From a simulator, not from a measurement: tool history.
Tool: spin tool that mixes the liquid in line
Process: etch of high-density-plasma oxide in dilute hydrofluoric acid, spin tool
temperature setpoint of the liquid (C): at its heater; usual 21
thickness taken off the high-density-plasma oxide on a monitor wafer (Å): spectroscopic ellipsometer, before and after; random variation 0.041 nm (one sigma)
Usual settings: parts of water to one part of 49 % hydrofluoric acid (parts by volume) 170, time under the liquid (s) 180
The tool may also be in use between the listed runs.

run	hour	temperature setpoint of the liquid (C)	parts of water to one part of 49 % hydrofluoric acid (parts by volume)	time under the liquid (s)	read-back film thickness of the high-density-plasma oxide reference wafer, read on the same gauge (nm)	thickness taken off the high-density-plasma oxide on a monitor wafer (Å)
1	0	21	170	180	30.013	47.95
2	186.2	23.5	170	180	30.001	51.87
3	276.1	23.5	170	180	30.016	51.98
4	336.6	23.5	170	180	30.003	51.15
5	375.7	21	170	180	30.021	47.65
6	472.1	21	170	180	29.98	46.93
7	573.3	21	170	180	30.013	46.75
8	636.1	18	170	180	30.025	40.95
# hour 672.8: gauge calibrated
# hour 725.7: hydrofluoric acid flow meter replaced
9	731.1	18	170	180	29.991	39.16
10	834.3	18	170	180	29.984	38.52
11	918.1	21	170	180	29.958	43.25
# hour 983.6: hydrofluoric acid flow meter replaced, repeated, since the last time left the tool worse
12	986.2	21	170	180	29.985	48.38
13	1036.7	21	125	125	29.994	48.65
14	1094	21	130	110	29.992	41.08
15	1196.3	19	170	85	29.996	21.2
16	1241.6	21	145	180	30.005	58.5
# hour 1260.9: thermometer replaced
17	1318.6	21	170	180	29.998	47.05
18	1419.1	26	145	120	30.027	46.76
19	1495.4	24.5	110	220	30.026	110.53
20	1559.2	21	170	180	30.007	47.81
21	1606.9	24.5	135	180	29.966	70.62
22	1708.2	23.5	195	115	30.002	27.87
23	1795.3	25.5	215	260	29.991	60.09

3 ways to go on from here, each from the tool as it stands after run 23. What would each give?
A	1795.8	21	205	180	?	?
B	1795.8	24.5	225	130	?	?
C	1795.8	17	240	180	?	?

run	read-back film thickness of the high-density-plasma oxide reference wafer, read on the same gauge (nm)	thickness taken off the high-density-plasma oxide on a monitor wafer (Å)
A	29.992	37.2
B	29.992	27.27
C	29.992	26.34
Without the tool's hidden state the same runs would have given:
run	thickness taken off the high-density-plasma oxide on a monitor wafer (Å)
A	38.93
B	28.58
C	27.58
